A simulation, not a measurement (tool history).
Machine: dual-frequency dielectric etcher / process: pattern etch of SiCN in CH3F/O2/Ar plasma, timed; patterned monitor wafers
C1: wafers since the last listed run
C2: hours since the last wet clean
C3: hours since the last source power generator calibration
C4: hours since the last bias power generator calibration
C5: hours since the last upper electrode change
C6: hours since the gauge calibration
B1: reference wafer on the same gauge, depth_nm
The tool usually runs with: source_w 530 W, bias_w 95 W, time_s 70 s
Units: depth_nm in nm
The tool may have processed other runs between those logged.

run 1 hour=0 | source_w=610 bias_w=95 time_s=70 | C1=0 C2=391.3 C3=2590.3 C4=756.7 C5=2711.4 C6=1680.5 | B1=29.7 | depth_nm=35.56
run 2 hour=47.1 | source_w=530 bias_w=95 time_s=70 | C1=501 C2=438.4 C3=2637.4 C4=803.8 C5=2758.5 C6=1727.6 | B1=29.74 | depth_nm=34.46
-- hour=95.5 wet clean of the chamber
run 3 hour=143.2 | source_w=530 bias_w=95 time_s=70 | C1=767 C2=47.7 C3=2733.5 C4=899.9 C5=2854.6 C6=1823.7 | B1=29.7 | depth_nm=34.51
run 4 hour=236.8 | source_w=490 bias_w=95 time_s=70 | C1=996 C2=141.3 C3=2827.1 C4=993.5 C5=2948.2 C6=1917.3 | B1=29.71 | depth_nm=33.84
run 5 hour=313.4 | source_w=530 bias_w=95 time_s=70 | C1=815 C2=217.9 C3=2903.7 C4=1070.1 C5=3024.8 C6=1993.9 | B1=29.65 | depth_nm=34.66
run 6 hour=364.5 | source_w=530 bias_w=95 time_s=70 | C1=544 C2=269 C3=2954.8 C4=1121.2 C5=3075.9 C6=2045 | B1=29.72 | depth_nm=34.45
run 7 hour=417 | source_w=530 bias_w=95 time_s=70 | C1=558 C2=321.5 C3=3007.3 C4=1173.7 C5=3128.4 C6=2097.5 | B1=29.72 | depth_nm=34.61
run 8 hour=519.9 | source_w=530 bias_w=95 time_s=70 | C1=1095 C2=424.4 C3=3110.2 C4=1276.6 C5=3231.3 C6=2200.4 | B1=29.69 | depth_nm=34.55
-- hour=576 wet clean of the chamber
run 9 hour=605.5 | source_w=530 bias_w=95 time_s=70 | C1=655 C2=29.5 C3=3195.8 C4=1362.2 C5=3316.9 C6=2286 | B1=29.73 | depth_nm=34.56
run 10 hour=686.7 | source_w=530 bias_w=95 time_s=70 | C1=864 C2=110.7 C3=3277 C4=1443.4 C5=3398.1 C6=2367.2 | B1=29.7 | depth_nm=34.49
run 11 hour=756.2 | source_w=530 bias_w=95 time_s=70 | C1=739 C2=180.2 C3=3346.5 C4=1512.9 C5=3467.6 C6=2436.7 | B1=29.71 | depth_nm=34.65
-- hour=853.7 bias power generator calibrated
run 12 hour=863.6 | source_w=530 bias_w=95 time_s=70 | C1=1100 C2=287.6 C3=3453.9 C4=9.9 C5=3575 C6=2544.1 | B1=29.68 | depth_nm=34.39
-- hour=869.5 gauge calibrated
run 13 hour=905.9 | source_w=530 bias_w=95 time_s=70 | C1=450 C2=329.9 C3=3496.2 C4=52.2 C5=3617.3 C6=36.4 | B1=29.69 | depth_nm=34.35
-- hour=932.8 source power generator calibrated
-- hour=965 wet clean of the chamber
run 14 hour=989.6 | source_w=530 bias_w=95 time_s=70 | C1=593 C2=24.6 C3=56.8 C4=135.9 C5=3701 C6=120.1 | B1=29.7 | depth_nm=34.3
run 15 hour=1078.1 | source_w=480 bias_w=116 time_s=79 | C1=942 C2=113.1 C3=145.3 C4=224.4 C5=3789.5 C6=208.6 | B1=29.69 | depth_nm=41.35
run 16 hour=1159.4 | source_w=530 bias_w=95 time_s=70 | C1=865 C2=194.4 C3=226.6 C4=305.7 C5=3870.8 C6=289.9 | B1=29.68 | depth_nm=34.46
run 17 hour=1206.3 | source_w=480 bias_w=116 time_s=79 | C1=499 C2=241.3 C3=273.5 C4=352.6 C5=3917.7 C6=336.8 | B1=29.68 | depth_nm=41.42
run 18 hour=1301.4 | source_w=530 bias_w=95 time_s=64 | C1=1012 C2=336.4 C3=368.6 C4=447.7 C5=4012.8 C6=431.9 | B1=29.72 | depth_nm=31.48
run 19 hour=1387.6 | source_w=530 bias_w=115 time_s=70 | C1=917 C2=422.6 C3=454.8 C4=533.9 C5=4099 C6=518.1 | B1=29.69 | depth_nm=37.56
-- hour=1449 wet clean of the chamber
run 20 hour=1449.5 | source_w=530 bias_w=112 time_s=80 | C1=403 C2=0.5 C3=516.7 C4=595.8 C5=4160.9 C6=580 | B1=29.66 | depth_nm=42.24
run 21 hour=1476.9 | source_w=490 bias_w=111 time_s=58 | C1=291 C2=27.9 C3=544.1 C4=623.2 C5=4188.3 C6=607.4 | B1=29.7 | depth_nm=30.07
run 22 hour=1542.6 | source_w=530 bias_w=95 time_s=70 | C1=699 C2=93.6 C3=609.8 C4=688.9 C5=4254 C6=673.1 | B1=29.67 | depth_nm=34.56
-- hour=1601.8 upper electrode replaced
run 23 hour=1632.1 | source_w=610 bias_w=95 time_s=91 | C1=697 C2=183.1 C3=699.3 C4=778.4 C5=30.3 C6=762.6 | B1=29.67 | depth_nm=46.35
run 24 hour=1710.2 | source_w=530 bias_w=95 time_s=70 | C1=831 C2=261.2 C3=777.4 C4=856.5 C5=108.4 C6=840.7 | B1=29.7 | depth_nm=34.48
run 25 hour=1778.3 | source_w=430 bias_w=76 time_s=57.5 | C1=725 C2=329.3 C3=845.5 C4=924.6 C5=176.5 C6=908.8 | B1=29.69 | depth_nm=24.48
-- hour=1842 wet clean of the chamber
run 26 hour=1842.5 | source_w=530 bias_w=95 time_s=70 | C1=427 C2=0.5 C3=909.7 C4=988.8 C5=240.7 C6=973 | B1=29.73 | depth_nm=34.49
run 27 hour=1927.7 | source_w=650 bias_w=86 time_s=70 | C1=907 C2=85.7 C3=994.9 C4=1074 C5=325.9 C6=1058.2 | B1=29.75 | depth_nm=34.91
run 28 hour=2023.7 | source_w=530 bias_w=95 time_s=70 | C1=1022 C2=181.7 C3=1090.9 C4=1170 C5=421.9 C6=1154.2 | B1=29.72 | depth_nm=34.53
run 29 hour=2079.8 | source_w=500 bias_w=108 time_s=82 | C1=597 C2=237.8 C3=1147 C4=1226.1 C5=478 C6=1210.3 | B1=29.69 | depth_nm=42.07

What if the next run were any one of these 5? Each begins from the tool's condition after run 29:
run A hour=2080.2 | source_w=530 bias_w=95 time_s=70 | C1=4 C2=238.2 C3=1147.4 C4=1226.5 C5=478.4 C6=1210.7 | B1=? | depth_nm=?
run B hour=2080.2 | source_w=490 bias_w=108 time_s=52.5 | C1=4 C2=238.2 C3=1147.4 C4=1226.5 C5=478.4 C6=1210.7 | B1=? | depth_nm=?
run C hour=2080.2 | source_w=610 bias_w=95 time_s=55.5 | C1=4 C2=238.2 C3=1147.4 C4=1226.5 C5=478.4 C6=1210.7 | B1=? | depth_nm=?
run D hour=2080.2 | source_w=530 bias_w=117 time_s=56.5 | C1=4 C2=238.2 C3=1147.4 C4=1226.5 C5=478.4 C6=1210.7 | B1=? | depth_nm=?
run E hour=2080.2 | source_w=490 bias_w=106 time_s=83 | C1=4 C2=238.2 C3=1147.4 C4=1226.5 C5=478.4 C6=1210.7 | B1=? | depth_nm=?

run=A B1=29.74 depth_nm=34.5
run=B B1=29.74 depth_nm=26.81
run=C B1=29.74 depth_nm=28.38
run=D B1=29.74 depth_nm=30.46
run=E B1=29.74 depth_nm=42.04
Had the tool no hidden state, the same runs would have come out as:
run=A depth_nm=34.5
run=B depth_nm=26.81
run=C depth_nm=28.38
run=D depth_nm=30.46
run=E depth_nm=42.04

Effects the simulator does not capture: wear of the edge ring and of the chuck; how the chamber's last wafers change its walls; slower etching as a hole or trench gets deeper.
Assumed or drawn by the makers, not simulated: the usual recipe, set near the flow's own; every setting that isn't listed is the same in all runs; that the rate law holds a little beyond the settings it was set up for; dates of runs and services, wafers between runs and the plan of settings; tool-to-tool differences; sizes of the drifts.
